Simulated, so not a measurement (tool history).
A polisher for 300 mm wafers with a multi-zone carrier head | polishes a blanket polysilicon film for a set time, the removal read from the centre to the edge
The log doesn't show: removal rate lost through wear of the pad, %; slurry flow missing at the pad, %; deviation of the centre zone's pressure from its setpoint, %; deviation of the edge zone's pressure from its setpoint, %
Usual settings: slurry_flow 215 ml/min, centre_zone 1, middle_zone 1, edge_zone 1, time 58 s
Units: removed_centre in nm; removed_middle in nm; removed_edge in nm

run,day,slurry_flow,centre_zone,middle_zone,edge_zone,time,wafers since the last listed run,wafers polished on this pad,hours since the slurry nozzle was cleaned,hours since the centre zone pressure was calibrated,hours since the edge zone pressure was calibrated,hours since the carrier head's membrane was replaced,"incoming thickness of the incoming film, nm",removed_centre,removed_middle,removed_edge
1,0,215,1,0.97,1,58,0,626,874.8,122.6,844.5,602.6,1828.4,538.1,521.8,545
2,0.425,215,1,1,1,58,117,743,885,132.8,854.7,612.8,1825,541.7,544.7,554.7
3,1.108,215,1.04,1.06,1,51,188,932,901.4,149.2,871.1,629.2,1859.4,502.1,504.5,472.3
4,1.758,215,1,1,1.08,58,179,1111,917,164.8,886.7,644.8,1867.4,543.6,543.3,566.7
# day 1.833: slurry nozzle cleaned
# day 1.971: carrier head's membrane replaced by a new one
# day 2.367: worn pad replaced by a new one
5,2.388,215,1,1,1,58,78,6,13.3,179.9,901.8,10,1841.5,559.1,544.9,550.4
6,2.858,240,1,1,1,72,129,136,24.6,191.2,913.1,21.3,1817,692.3,679.4,679.9
7,3.167,270,1,1,1,58,85,221,32,198.6,920.5,28.7,1868.9,580.5,563.5,561.1
# day 3.675: edge zone pressure recalibrated
8,3.842,265,1.09,0.92,1.03,58,163,384,48.2,214.8,4,44.9,1867.2,613.6,522.4,573.3
9,4.529,215,1,1,1,58,189,574,64.7,231.3,20.5,61.4,1836.8,536.3,545.6,544.4
10,5.167,170,0.9,1.05,1,58,175,750,80,246.6,35.8,76.7,1859,473.5,540.4,530.5
11,5.421,215,1,1,1,58,70,820,86.1,252.7,41.9,82.8,1859.2,557.1,545,539.3
12,5.996,215,1,1,1,58,158,979,99.9,266.5,55.7,96.6,1834.1,556,540.9,533.9
13,6.733,245,0.95,0.94,1,58,203,1182,117.6,284.2,73.4,114.3,1819.1,541.6,524.2,557.9
14,7.025,215,1.05,0.89,1.11,75,80,1263,124.6,291.2,80.4,121.3,1807.9,747.6,639.3,746.7
15,7.358,250,1,0.89,1,58,92,1355,132.6,299.2,88.4,129.3,1852.5,554.7,505.3,559.1
# day 7.583: worn pad replaced by a new one
16,7.683,215,1,1,1.06,58,43,27,140.4,307,96.2,137.1,1823.2,543.2,543.2,562
17,8.75,155,1,0.91,0.9,47,294,321,166,332.6,121.8,162.7,1876.7,409.6,383.4,402.2
18,9.1,215,1,1,0.88,58,96,418,174.4,341,130.2,171.1,1845.9,541,540.4,522
19,9.458,215,1,1,1,58,98,517,183,349.6,138.8,179.7,1826.6,550.5,544.6,537.4
20,9.858,215,1,1,1,58,110,627,192.6,359.2,148.4,189.3,1826.6,549.3,533.5,546
21,10.296,215,1,1,1.08,44,120,748,203.1,369.7,158.9,199.8,1813,411.5,408.6,436.8
22,10.696,215,1,1,1,58,110,858,212.7,379.3,168.5,209.4,1859.5,543.4,543.2,541.4
23,11.188,215,1,1,1,74,135,994,224.5,391.1,180.3,221.2,1851.7,710.1,690.7,709.2

Forecast each of these 3 alternatives for the next run:
A,11.204,215,1,1,1,58,4,998,224.9,391.5,180.7,221.6,1832.1,?,?,?
B,11.204,215,1.06,1,1,58,4,998,224.9,391.5,180.7,221.6,1832.1,?,?,?
C,11.204,190,1,0.96,1,58,4,998,224.9,391.5,180.7,221.6,1832.1,?,?,?

run,removed_centre,removed_middle,removed_edge
A,542.4,542.8,554.8
B,573.4,542.7,554.8
C,530.4,514.3,547.1
Without the tool's hidden state the same runs would have given:
run,removed_centre,removed_middle,removed_edge
A,542.4,542.8,554.8
B,573.4,542.7,554.8
C,530.4,514.3,547.1
